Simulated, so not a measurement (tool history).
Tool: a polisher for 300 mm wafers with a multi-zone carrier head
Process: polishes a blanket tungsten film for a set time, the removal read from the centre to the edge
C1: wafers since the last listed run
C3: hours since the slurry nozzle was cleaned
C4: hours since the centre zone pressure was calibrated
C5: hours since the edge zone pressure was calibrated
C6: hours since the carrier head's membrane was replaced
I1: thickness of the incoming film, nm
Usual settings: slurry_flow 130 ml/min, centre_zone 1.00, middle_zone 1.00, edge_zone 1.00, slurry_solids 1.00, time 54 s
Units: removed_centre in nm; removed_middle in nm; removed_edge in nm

run 1 hour=0.0 | slurry_flow=130 centre_zone=1.09 middle_zone=1.00 edge_zone=1.00 slurry_solids=1.00 time=54 | C1=0 wafers_polished_on_this_pad=7626 C3=551.5 C4=605.5 C5=373.1 C6=533.9 | I1=1037.5 | removed_centre=312.0 removed_middle=291.1 removed_edge=287.2
-- hour=17.3 worn pad replaced by a new one
-- hour=41.2 centre zone pressure recalibrated
run 2 hour=42.5 | slurry_flow=130 centre_zone=1.00 middle_zone=1.00 edge_zone=1.00 slurry_solids=1.00 time=54 | C1=523 wafers_polished_on_this_pad=332 C3=594.0 C4=1.3 C5=415.6 C6=576.4 | I1=1057.3 | removed_centre=285.0 removed_middle=294.4 removed_edge=292.0
-- hour=100.7 carrier head's membrane replaced by a new one
-- hour=112.4 slurry nozzle cleaned
run 3 hour=145.4 | slurry_flow=130 centre_zone=1.00 middle_zone=1.00 edge_zone=1.00 slurry_solids=1.00 time=54 | C1=1389 wafers_polished_on_this_pad=1722 C3=33.0 C4=104.2 C5=518.5 C6=44.7 | I1=1056.0 | removed_centre=288.0 removed_middle=292.4 removed_edge=294.1
-- hour=175.5 edge zone pressure recalibrated
run 4 hour=225.3 | slurry_flow=130 centre_zone=1.00 middle_zone=1.00 edge_zone=0.89 slurry_solids=0.90 time=54 | C1=1117 wafers_polished_on_this_pad=2839 C3=112.9 C4=184.1 C5=49.8 C6=124.6 | I1=1051.5 | removed_centre=279.9 removed_middle=282.6 removed_edge=266.1
run 5 hour=328.5 | slurry_flow=130 centre_zone=1.05 middle_zone=0.92 edge_zone=1.03 slurry_solids=1.15 time=54 | C1=1479 wafers_polished_on_this_pad=4319 C3=216.1 C4=287.3 C5=153.0 C6=227.8 | I1=1034.6 | removed_centre=312.0 removed_middle=281.9 removed_edge=311.7
run 6 hour=398.9 | slurry_flow=160 centre_zone=1.11 middle_zone=1.08 edge_zone=1.00 slurry_solids=1.00 time=54 | C1=1009 wafers_polished_on_this_pad=5328 C3=286.5 C4=357.7 C5=223.4 C6=298.2 | I1=1050.7 | removed_centre=335.2 removed_middle=325.1 removed_edge=301.0
run 7 hour=495.6 | slurry_flow=175 centre_zone=1.00 middle_zone=1.00 edge_zone=0.95 slurry_solids=0.85 time=54 | C1=1386 wafers_polished_on_this_pad=6715 C3=383.2 C4=454.4 C5=320.1 C6=394.9 | I1=1062.4 | removed_centre=291.8 removed_middle=300.8 removed_edge=282.9
run 8 hour=558.1 | slurry_flow=130 centre_zone=1.00 middle_zone=1.00 edge_zone=1.00 slurry_solids=1.15 time=54 | C1=896 wafers_polished_on_this_pad=7611 C3=445.7 C4=516.9 C5=382.6 C6=457.4 | I1=1060.3 | removed_centre=293.7 removed_middle=305.9 removed_edge=298.5
-- hour=568.6 worn pad replaced by a new one
-- hour=579.5 centre zone pressure recalibrated
run 9 hour=628.9 | slurry_flow=105 centre_zone=0.93 middle_zone=1.00 edge_zone=1.00 slurry_solids=1.25 time=54 | C1=929 wafers_polished_on_this_pad=835 C3=516.5 C4=49.4 C5=453.4 C6=528.2 | I1=1058.2 | removed_centre=264.6 removed_middle=289.3 removed_edge=297.1
-- hour=645.6 slurry nozzle cleaned
run 10 hour=725.3 | slurry_flow=130 centre_zone=1.04 middle_zone=1.00 edge_zone=1.09 slurry_solids=0.90 time=54 | C1=1368 wafers_polished_on_this_pad=2203 C3=79.7 C4=145.8 C5=549.8 C6=624.6 | I1=1049.7 | removed_centre=288.6 removed_middle=286.7 removed_edge=292.3
run 11 hour=777.8 | slurry_flow=130 centre_zone=1.05 middle_zone=1.00 edge_zone=1.00 slurry_solids=1.00 time=54 | C1=752 wafers_polished_on_this_pad=2956 C3=132.2 C4=198.3 C5=602.3 C6=677.1 | I1=1051.8 | removed_centre=302.2 removed_middle=292.3 removed_edge=300.1
-- hour=817.2 carrier head's membrane replaced by a new one
run 12 hour=881.7 | slurry_flow=115 centre_zone=1.00 middle_zone=0.93 edge_zone=0.89 slurry_solids=1.00 time=54 | C1=1418 wafers_polished_on_this_pad=4374 C3=236.1 C4=302.2 C5=706.2 C6=64.5 | I1=1042.6 | removed_centre=273.4 removed_middle=268.1 removed_edge=269.6
-- hour=886.0 edge zone pressure recalibrated
run 13 hour=987.3 | slurry_flow=105 centre_zone=1.00 middle_zone=1.00 edge_zone=1.00 slurry_solids=1.00 time=54 | C1=1485 wafers_polished_on_this_pad=5860 C3=341.7 C4=407.8 C5=101.3 C6=170.1 | I1=1052.0 | removed_centre=266.9 removed_middle=276.9 removed_edge=284.3
run 14 hour=1040.0 | slurry_flow=100 centre_zone=1.08 middle_zone=1.00 edge_zone=1.00 slurry_solids=1.00 time=54 | C1=755 wafers_polished_on_this_pad=6615 C3=394.4 C4=460.5 C5=154.0 C6=222.8 | I1=1043.0 | removed_centre=282.8 removed_middle=269.5 removed_edge=276.0
run 15 hour=1087.7 | slurry_flow=175 centre_zone=1.00 middle_zone=1.04 edge_zone=1.00 slurry_solids=1.00 time=54 | C1=684 wafers_polished_on_this_pad=7299 C3=442.1 C4=508.2 C5=201.7 C6=270.5 | I1=1028.5 | removed_centre=303.8 removed_middle=319.7 removed_edge=299.7
run 16 hour=1151.7 | slurry_flow=130 centre_zone=1.00 middle_zone=1.08 edge_zone=1.00 slurry_solids=1.00 time=54 | C1=917 wafers_polished_on_this_pad=8217 C3=506.1 C4=572.2 C5=265.7 C6=334.5 | I1=1039.3 | removed_centre=286.9 removed_middle=309.7 removed_edge=285.8
run 17 hour=1190.6 | slurry_flow=130 centre_zone=1.00 middle_zone=1.00 edge_zone=1.00 slurry_solids=1.00 time=54 | C1=557 wafers_polished_on_this_pad=8775 C3=545.0 C4=611.1 C5=304.6 C6=373.4 | I1=1044.8 | removed_centre=287.0 removed_middle=294.3 removed_edge=291.1
-- hour=1256.4 centre zone pressure recalibrated
run 18 hour=1256.9 | slurry_flow=170 centre_zone=1.00 middle_zone=0.92 edge_zone=1.12 slurry_solids=0.70 time=54 | C1=922 wafers_polished_on_this_pad=9697 C3=611.3 C4=0.5 C5=370.9 C6=439.7 | I1=1062.3 | removed_centre=275.4 removed_middle=258.3 removed_edge=284.3

The next listed run, before its measurement:
-- hour=1268.4 slurry nozzle cleaned
-- hour=1285.0 worn pad replaced by a new one
run 19 hour=1345.5 | slurry_flow=130 centre_zone=1.00 middle_zone=1.00 edge_zone=1.00 slurry_solids=1.05 time=60 | C1=1198 wafers_polished_on_this_pad=867 C3=77.1 C4=89.1 C5=459.5 C6=528.3 | I1=1051.4 | removed_centre=? removed_middle=? removed_edge=?

removed_centre: 317.8 nm
removed_middle: 325.6 nm
removed_edge: 317.1 nm
Without the tool's hidden state the same run would have given removed_centre 317.8 nm, removed_middle 325.6 nm, removed_edge 317.1 nm.

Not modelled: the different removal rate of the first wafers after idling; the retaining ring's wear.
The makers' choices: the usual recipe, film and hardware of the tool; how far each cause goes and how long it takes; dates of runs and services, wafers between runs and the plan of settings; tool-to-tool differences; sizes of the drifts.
